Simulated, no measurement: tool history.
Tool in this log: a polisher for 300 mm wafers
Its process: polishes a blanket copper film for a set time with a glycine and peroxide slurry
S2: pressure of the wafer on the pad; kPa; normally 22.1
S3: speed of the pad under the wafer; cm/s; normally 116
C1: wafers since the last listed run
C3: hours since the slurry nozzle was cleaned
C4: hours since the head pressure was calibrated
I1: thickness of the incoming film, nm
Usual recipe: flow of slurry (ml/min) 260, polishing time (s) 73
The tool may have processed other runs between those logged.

{"run": 1, "day": 0.0, "flow of slurry (ml/min)": 260, "S2": 22.1, "S3": 116, "polishing time (s)": 73, "C1": 0, "wafers polished on this pad": 944, "C3": 152.2, "C4": 512.9, "I1": 2341.2, "film removed (nm)": 430.4}
{"run": 2, "day": 0.258, "flow of slurry (ml/min)": 260, "S2": 22.1, "S3": 132, "polishing time (s)": 73, "C1": 68, "wafers polished on this pad": 1012, "C3": 158.4, "C4": 519.1, "I1": 2353.4, "film removed (nm)": 486.2}
{"run": 3, "day": 0.883, "flow of slurry (ml/min)": 260, "S2": 22.1, "S3": 132, "polishing time (s)": 73, "C1": 164, "wafers polished on this pad": 1177, "C3": 173.4, "C4": 534.1, "I1": 2367.2, "film removed (nm)": 481.4}
{"day": 1.733, "done": "worn pad replaced by a new one"}
{"run": 4, "day": 1.754, "flow of slurry (ml/min)": 260, "S2": 22.1, "S3": 116, "polishing time (s)": 73, "C1": 185, "wafers polished on this pad": 5, "C3": 194.3, "C4": 555.0, "I1": 2389.6, "film removed (nm)": 438.6}
{"run": 5, "day": 1.983, "flow of slurry (ml/min)": 260, "S2": 19.3, "S3": 116, "polishing time (s)": 73, "C1": 60, "wafers polished on this pad": 65, "C3": 199.8, "C4": 560.5, "I1": 2406.4, "film removed (nm)": 392.2}
{"run": 6, "day": 2.362, "flow of slurry (ml/min)": 260, "S2": 22.1, "S3": 144, "polishing time (s)": 73, "C1": 99, "wafers polished on this pad": 165, "C3": 208.9, "C4": 569.6, "I1": 2395.9, "film removed (nm)": 523.0}
{"run": 7, "day": 2.712, "flow of slurry (ml/min)": 260, "S2": 22.1, "S3": 116, "polishing time (s)": 73, "C1": 92, "wafers polished on this pad": 257, "C3": 217.3, "C4": 578.0, "I1": 2400.2, "film removed (nm)": 430.1}
{"run": 8, "day": 3.308, "flow of slurry (ml/min)": 260, "S2": 22.1, "S3": 116, "polishing time (s)": 73, "C1": 156, "wafers polished on this pad": 414, "C3": 231.6, "C4": 592.3, "I1": 2426.8, "film removed (nm)": 428.7}
{"run": 9, "day": 3.975, "flow of slurry (ml/min)": 260, "S2": 24.8, "S3": 116, "polishing time (s)": 73, "C1": 175, "wafers polished on this pad": 590, "C3": 247.6, "C4": 608.3, "I1": 2342.0, "film removed (nm)": 472.4}
{"run": 10, "day": 4.354, "flow of slurry (ml/min)": 260, "S2": 24.8, "S3": 116, "polishing time (s)": 73, "C1": 99, "wafers polished on this pad": 690, "C3": 256.7, "C4": 617.4, "I1": 2367.7, "film removed (nm)": 476.1}
{"run": 11, "day": 5.042, "flow of slurry (ml/min)": 260, "S2": 24.8, "S3": 116, "polishing time (s)": 73, "C1": 181, "wafers polished on this pad": 871, "C3": 273.2, "C4": 633.9, "I1": 2363.3, "film removed (nm)": 478.5}
{"run": 12, "day": 5.625, "flow of slurry (ml/min)": 260, "S2": 22.1, "S3": 116, "polishing time (s)": 73, "C1": 153, "wafers polished on this pad": 1025, "C3": 287.2, "C4": 647.9, "I1": 2361.2, "film removed (nm)": 429.9}
{"run": 13, "day": 5.979, "flow of slurry (ml/min)": 260, "S2": 15.9, "S3": 116, "polishing time (s)": 73, "C1": 93, "wafers polished on this pad": 1118, "C3": 295.7, "C4": 656.4, "I1": 2392.0, "film removed (nm)": 330.8}
{"day": 6.183, "done": "worn pad replaced by a new one"}
{"run": 14, "day": 6.608, "flow of slurry (ml/min)": 260, "S2": 15.9, "S3": 116, "polishing time (s)": 73, "C1": 121, "wafers polished on this pad": 112, "C3": 310.8, "C4": 671.5, "I1": 2421.4, "film removed (nm)": 324.7}
{"run": 15, "day": 7.042, "flow of slurry (ml/min)": 260, "S2": 22.1, "S3": 116, "polishing time (s)": 73, "C1": 114, "wafers polished on this pad": 226, "C3": 321.2, "C4": 681.9, "I1": 2336.7, "film removed (nm)": 422.8}
{"run": 16, "day": 7.408, "flow of slurry (ml/min)": 235, "S2": 28.3, "S3": 116, "polishing time (s)": 73, "C1": 96, "wafers polished on this pad": 322, "C3": 330.0, "C4": 690.7, "I1": 2355.2, "film removed (nm)": 534.0}
{"run": 17, "day": 7.754, "flow of slurry (ml/min)": 330, "S2": 17.9, "S3": 100, "polishing time (s)": 62, "C1": 91, "wafers polished on this pad": 414, "C3": 338.3, "C4": 699.0, "I1": 2379.2, "film removed (nm)": 277.7}
{"run": 18, "day": 8.15, "flow of slurry (ml/min)": 260, "S2": 22.1, "S3": 148, "polishing time (s)": 57, "C1": 104, "wafers polished on this pad": 518, "C3": 347.8, "C4": 708.5, "I1": 2386.1, "film removed (nm)": 426.4}
{"day": 8.383, "done": "head pressure recalibrated"}
{"run": 19, "day": 8.7, "flow of slurry (ml/min)": 195, "S2": 17.9, "S3": 116, "polishing time (s)": 94, "C1": 122, "wafers polished on this pad": 641, "C3": 361.0, "C4": 7.6, "I1": 2374.8, "film removed (nm)": 448.6}
{"day": 8.942, "done": "slurry nozzle cleaned"}
{"run": 20, "day": 9.225, "flow of slurry (ml/min)": 260, "S2": 22.1, "S3": 116, "polishing time (s)": 73, "C1": 127, "wafers polished on this pad": 768, "C3": 6.8, "C4": 20.2, "I1": 2360.2, "film removed (nm)": 433.2}
{"run": 21, "day": 9.488, "flow of slurry (ml/min)": 210, "S2": 22.1, "S3": 116, "polishing time (s)": 96, "C1": 69, "wafers polished on this pad": 837, "C3": 13.1, "C4": 26.5, "I1": 2382.3, "film removed (nm)": 554.1}

Run 22 is up next; what results do you expect?
{"run": 22, "day": 9.875, "flow of slurry (ml/min)": 315, "S2": 15.9, "S3": 84, "polishing time (s)": 98, "C1": 102, "wafers polished on this pad": 939, "C3": 22.4, "C4": 35.8, "I1": 2389.6, "film removed (nm)": "?"}

film removed (nm): 354.6
The same run, on a tool lacking any hidden state, would have yielded film removed (nm) 354.6.

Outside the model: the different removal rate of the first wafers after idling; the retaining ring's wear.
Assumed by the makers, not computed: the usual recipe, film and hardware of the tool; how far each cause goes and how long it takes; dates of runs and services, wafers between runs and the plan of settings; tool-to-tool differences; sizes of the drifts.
